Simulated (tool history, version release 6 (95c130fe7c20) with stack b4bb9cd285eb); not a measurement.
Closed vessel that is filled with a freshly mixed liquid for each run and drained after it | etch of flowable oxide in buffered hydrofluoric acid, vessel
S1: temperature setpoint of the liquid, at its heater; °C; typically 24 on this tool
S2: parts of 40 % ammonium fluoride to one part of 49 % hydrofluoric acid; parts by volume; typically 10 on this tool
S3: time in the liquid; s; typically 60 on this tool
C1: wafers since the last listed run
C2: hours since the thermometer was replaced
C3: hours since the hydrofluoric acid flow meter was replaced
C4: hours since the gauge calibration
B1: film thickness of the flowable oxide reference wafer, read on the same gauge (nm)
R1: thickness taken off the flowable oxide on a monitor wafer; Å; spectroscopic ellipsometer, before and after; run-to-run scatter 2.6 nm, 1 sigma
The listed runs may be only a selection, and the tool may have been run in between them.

run	hour	S1	S2	S3	C1	C2	C3	C4	B1	R1
1	0	26.5	10	50	0	1125.9	1375.5	1870.9	60	3278.2
# hour 19.5: hydrofluoric acid flow meter replaced
2	37	26.5	10	50	2419	1162.9	17.5	1907.9	59.99	3403.3
3	95.6	26.5	10	50	3938	1221.5	76.1	1966.5	59.99	3483.6
4	163.8	24	10	35	4583	1289.7	144.3	2034.7	60	2081.9
5	231.5	24	10	60	4550	1357.4	212	2102.4	60	3608.2
6	264.5	24	10	60	2218	1390.4	245	2135.4	60.01	3648.8
7	294	24	10	60	1982	1419.9	274.5	2164.9	59.98	3645.3
8	324.7	24	10	60	2063	1450.6	305.2	2195.6	60	3650.4
9	352.3	24	10	60	1855	1478.2	332.8	2223.2	60	3593.2
10	526.6	24	10	60	11715	1652.5	507.1	2397.5	60	3588.5
11	560	25.5	12	95	2244	1685.9	540.5	2430.9	60	5162
12	588.4	24	10	50	1908	1714.3	568.9	2459.3	59.97	3010.9
13	634.8	24	6.5	60	3118	1760.7	615.3	2505.7	59.99	5458.5
# hour 638.8: gauge calibrated
14	662.5	24	10	60	1861	1788.4	643	23.7	60.01	3563.9
15	707.2	24	12	75	3004	1833.1	687.7	68.4	60	3762.6
16	746.2	24	10	60	2621	1872.1	726.7	107.4	60	3602.3
17	775	20.5	14	60	1935	1900.9	755.5	136.2	60	2145.5
18	815.5	21.5	8	95	2722	1941.4	796	176.7	59.97	6015
19	858.4	21	7	45	2883	1984.3	838.9	219.6	60	3207
20	904.9	24	10	90	3125	2030.8	885.4	266.1	60.01	5505.8
21	966.1	24	10	30	4113	2092	946.6	327.3	60	1808.1
22	997.2	24	10	60	2090	2123.1	977.7	358.4	59.99	3643
23	1053.6	24	10	60	3790	2179.5	1034.1	414.8	59.99	3610.8
24	1089.4	21	13.5	60	2406	2215.3	1069.9	450.6	59.99	2292.2
# hour 1159.5: hydrofluoric acid flow meter replaced
25	1160.4	25.5	10	60	4704	2286.3	0.9	521.6	60	4069.3
26	1220	20	11.5	75	4005	2345.9	60.5	581.2	60	3292.8
# hour 1258.6: thermometer replaced
27	1398.7	24	10	60	11943	140.1	239.2	759.9	60	3483.1
28	1438	24	10	60	2641	179.4	278.5	799.2	59.99	3448.4
29	1504.9	24	10	60	4496	246.3	345.4	866.1	60	3460.8
30	1549.9	22	10	90	3024	291.3	390.4	911.1	60	4726.5
31	1577.9	24	10	60	1881	319.3	418.4	939.1	59.99	3468.4
32	1646.9	21	13.5	60	4637	388.3	487.4	1008.1	60.01	2171.8
33	1696	21.5	13.5	80	3300	437.4	536.5	1057.2	60	3030.7
34	1858.6	26.5	11.5	85	10928	600	699.1	1219.8	59.99	4869.9

Below are 3 alternative next runs, each starting from the tool's condition after run 34. Predict each:
A	1859.3	24	8.5	60	47	600.7	699.8	1220.5	?	?
B	1859.3	26.5	12.5	60	47	600.7	699.8	1220.5	?	?
C	1859.3	27	10	60	47	600.7	699.8	1220.5	?	?

run	B1	R1
A	60	3907.7
B	60	3174.5
C	60	4053.1
Without the tool's unlogged condition, the same runs would have read:
run	R1
A	3921
B	3176.3
C	4055.2

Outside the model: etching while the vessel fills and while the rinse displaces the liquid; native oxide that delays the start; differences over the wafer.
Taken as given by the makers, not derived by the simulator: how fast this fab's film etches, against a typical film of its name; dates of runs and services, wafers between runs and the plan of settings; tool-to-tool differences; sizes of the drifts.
